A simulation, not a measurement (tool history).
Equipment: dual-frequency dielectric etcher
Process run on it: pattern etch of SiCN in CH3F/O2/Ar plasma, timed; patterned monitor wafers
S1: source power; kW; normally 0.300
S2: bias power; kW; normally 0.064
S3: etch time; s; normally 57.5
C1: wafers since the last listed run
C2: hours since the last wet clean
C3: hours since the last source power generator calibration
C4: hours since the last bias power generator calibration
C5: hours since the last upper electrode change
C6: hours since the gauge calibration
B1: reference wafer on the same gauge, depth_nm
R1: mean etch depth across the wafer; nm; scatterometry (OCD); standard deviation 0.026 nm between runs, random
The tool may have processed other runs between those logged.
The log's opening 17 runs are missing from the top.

run   hour     S1     S2    S3   C1     C2     C3      C4      C5     C6     B1     R1
 18  239.1  0.370  0.064  46.0   79   78.6  149.1  1535.9  5015.9  156.2  19.89  14.68
     248.4  -- bias power generator calibrated
     271.2  -- upper electrode replaced
 19  271.7  0.230  0.064  57.5   46  111.2  181.7    23.3     0.5  188.8  19.90  16.28
 20  272.0  0.300  0.069  50.5    2  111.5  182.0    23.6     0.8  189.1  19.90  15.52
 21  274.8  0.300  0.064  57.5   22  114.3  184.8    26.4     3.6  191.9  19.90  17.36
 22  281.6  0.300  0.069  50.5   54  121.1  191.6    33.2    10.4  198.7  19.91  15.50
 23  289.5  0.300  0.064  41.5   63  129.0  199.5    41.1    18.3  206.6  19.91  12.54
 24  341.9  0.300  0.064  57.5  419  181.4  251.9    93.5    70.7  259.0  19.90  17.36
 25  359.7  0.360  0.073  66.5  142  199.2  269.7   111.3    88.5  276.8  19.91  21.60
 26  366.8  0.300  0.074  51.5   56  206.3  276.8   118.4    95.6  283.9  19.89  16.01
 27  383.5  0.260  0.052  73.0  133  223.0  293.5   135.1   112.3  300.6  19.89  20.27
 28  397.7  0.380  0.060  57.5  113  237.2  307.7   149.3   126.5  314.8  19.89  18.11
 29  414.1  0.380  0.054  70.0  131  253.6  324.1   165.7   142.9  331.2  19.90  21.53
 30  424.1  0.300  0.057  73.5   79  263.6  334.1   175.7   152.9  341.2  19.90  21.53
 31  441.2  0.300  0.064  57.5  136  280.7  351.2   192.8   170.0  358.3  19.90  17.23

What if the next run were any one of these 3? Each begins from the tool's condition after run 31:
  A  441.6  0.300  0.049  57.5   3  281.1  351.6  193.2  170.4  358.7   ?   ?
  B  441.6  0.330  0.064  57.5   3  281.1  351.6  193.2  170.4  358.7   ?   ?
  C  441.6  0.230  0.074  57.5   3  281.1  351.6  193.2  170.4  358.7   ?   ?

run     B1     R1
  A  19.90  16.30
  B  19.90  17.70
  C  19.90  16.82
Without the tool's hidden state the same runs would have given:
run     R1
  A  16.45
  B  17.87
  C  16.98

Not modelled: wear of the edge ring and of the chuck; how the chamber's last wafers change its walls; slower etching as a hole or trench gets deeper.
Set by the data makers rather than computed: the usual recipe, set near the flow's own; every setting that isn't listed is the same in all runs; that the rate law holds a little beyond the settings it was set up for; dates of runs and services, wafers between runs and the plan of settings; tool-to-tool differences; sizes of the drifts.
